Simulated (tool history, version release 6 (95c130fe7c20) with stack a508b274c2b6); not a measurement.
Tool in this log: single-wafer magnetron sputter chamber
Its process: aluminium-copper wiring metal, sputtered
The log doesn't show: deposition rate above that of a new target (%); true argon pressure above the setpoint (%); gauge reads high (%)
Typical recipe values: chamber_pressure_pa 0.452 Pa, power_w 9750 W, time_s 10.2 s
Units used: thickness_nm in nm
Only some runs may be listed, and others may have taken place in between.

run   hour  chamber_pressure_pa  power_w  time_s  wafers since the last listed run  wafers on the sputter target  hours since the last manometer calibration  hours since the magnet pack was replaced  hours since the gauge calibration  read-back reference wafer on the same gauge, thickness_nm  thickness_nm
  1    0.0                0.452     7900    10.2                                 0                          3890                                      1163.8                                    9998.1                               52.6                                                    153.858       122.169
  2   11.1                0.452     7900    10.2                               308                          4198                                      1174.9                                   10009.2                               63.7                                                    154.034       122.864
  3   24.5                0.452     7900    10.2                               372                          4570                                      1188.3                                   10022.6                               77.1                                                    154.045       123.019
      37.7  -- sputter target and shields replaced
  4   39.8                0.452     9750    10.2                               202                            57                                      1203.6                                   10037.9                               92.4                                                    154.050       154.310
  5   57.3                0.452     9750    10.2                               486                           544                                      1221.1                                   10055.4                              109.9                                                    154.008       152.657
  6   71.8                0.452     9750    10.2                               402                           947                                      1235.6                                   10069.9                              124.4                                                    154.109       152.574
  7   80.4                0.452     9750    10.2                               239                          1186                                      1244.2                                   10078.5                              133.0                                                    154.062       152.164
  8   89.1                0.452     9750    10.2                               241                          1428                                      1252.9                                   10087.2                              141.7                                                    154.130       151.492
  9   97.1                0.452     9750    10.2                               222                          1650                                      1260.9                                   10095.2                              149.7                                                    154.084       151.560
 10  112.2                0.452     9750    10.2                               419                          2070                                      1276.0                                   10110.3                              164.8                                                    154.189       152.099
 11  124.2                0.452     9750    10.2                               333                          2403                                      1288.0                                   10122.3                              176.8                                                    153.968       151.674
     126.7  -- gauge calibrated
 12  132.8                0.452     9750    10.2                               239                          2642                                      1296.6                                   10130.9                                6.1                                                    153.822       151.253
 13  150.2                0.452     9750    10.2                               483                          3126                                      1314.0                                   10148.3                               23.5                                                    153.828       151.148
 14  165.1                0.345     9750    10.2                               414                          3540                                      1328.9                                   10163.2                               38.4                                                    154.042       156.819
 15  178.4                0.452     9750    10.2                               369                          3909                                      1342.2                                   10176.5                               51.7                                                    154.000       151.246
 16  193.8                0.606     9750    11.8                               427                          4337                                      1357.6                                   10191.9                               67.1                                                    154.153       166.232
     201.8  -- magnet pack replaced
     204.8  -- sputter target and shields replaced
 17  210.2                0.318     7600     9.3                               150                           150                                      1374.0                                       8.4                               83.5                                                    153.949       114.455
 18  218.6                0.452     9750    10.2                               233                           383                                      1382.4                                      16.8                               91.9                                                    154.232       153.171
 19  225.4                0.353     9750    10.8                               188                           572                                      1389.2                                      23.6                               98.7                                                    154.060       167.508
     239.2  -- capacitance manometer re-zeroed and calibrated
 20  254.0                0.621    11450    10.2                               572                          1145                                        14.8                                      52.2                              127.3                                                    154.157       169.573
 21  263.9                0.562     9750     9.5                               275                          1420                                        24.7                                      62.1                              137.2                                                    153.907       136.009
 22  277.8                0.327    10400    10.2                               386                          1806                                        38.6                                      76.0                              151.1                                                    153.994       169.550
 23  287.9                0.452     9750    10.2                               280                          2087                                        48.7                                      86.1                              161.2                                                    153.854       152.910
 24  305.4                0.452     9750    12.2                               486                          2573                                        66.2                                     103.6                              178.7                                                    153.901       181.247
 25  323.2                0.452     9750    10.2                               494                          3068                                        84.0                                     121.4                              196.5                                                    154.044       151.077
 26  335.2                0.552    11650     9.6                               333                          3401                                        96.0                                     133.4                              208.5                                                    154.015       163.816
     337.0  -- gauge calibrated
 27  353.2                0.319    11050     9.6                               500                          3902                                       114.0                                     151.4                               16.2                                                    154.130       168.874
 28  362.2                0.500     9750    12.2                               250                          4152                                       123.0                                     160.4                               25.2                                                    153.815       177.134
 29  375.0                0.452     9750    10.2                               355                          4508                                       135.8                                     173.2                               38.0                                                    154.109       150.865

Subtracting, for every run, the result it would have given without the tool's unlogged condition from the measured result gives the following. The same run-to-run variation enters both numbers; the gauge's scatter may not:
run  thickness_nm
  1        -1.912
  2        -1.961
  3        -2.001
  4        -0.096
  5        -0.693
  6        -1.081
  7        -1.269
  8        -1.432
  9        -1.570
 10        -1.792
 11        -1.926
 12        -2.005
 13        -2.144
 14        -2.320
 15        -2.305
 16        -2.601
 17        -0.218
 18        -0.584
 19        -0.871
 20        -1.637
 21        -1.467
 22        -2.055
 23        -1.976
 24        -2.545
 25        -2.253
 26        -2.518
 27        -2.690
 28        -2.860
 29        -2.476
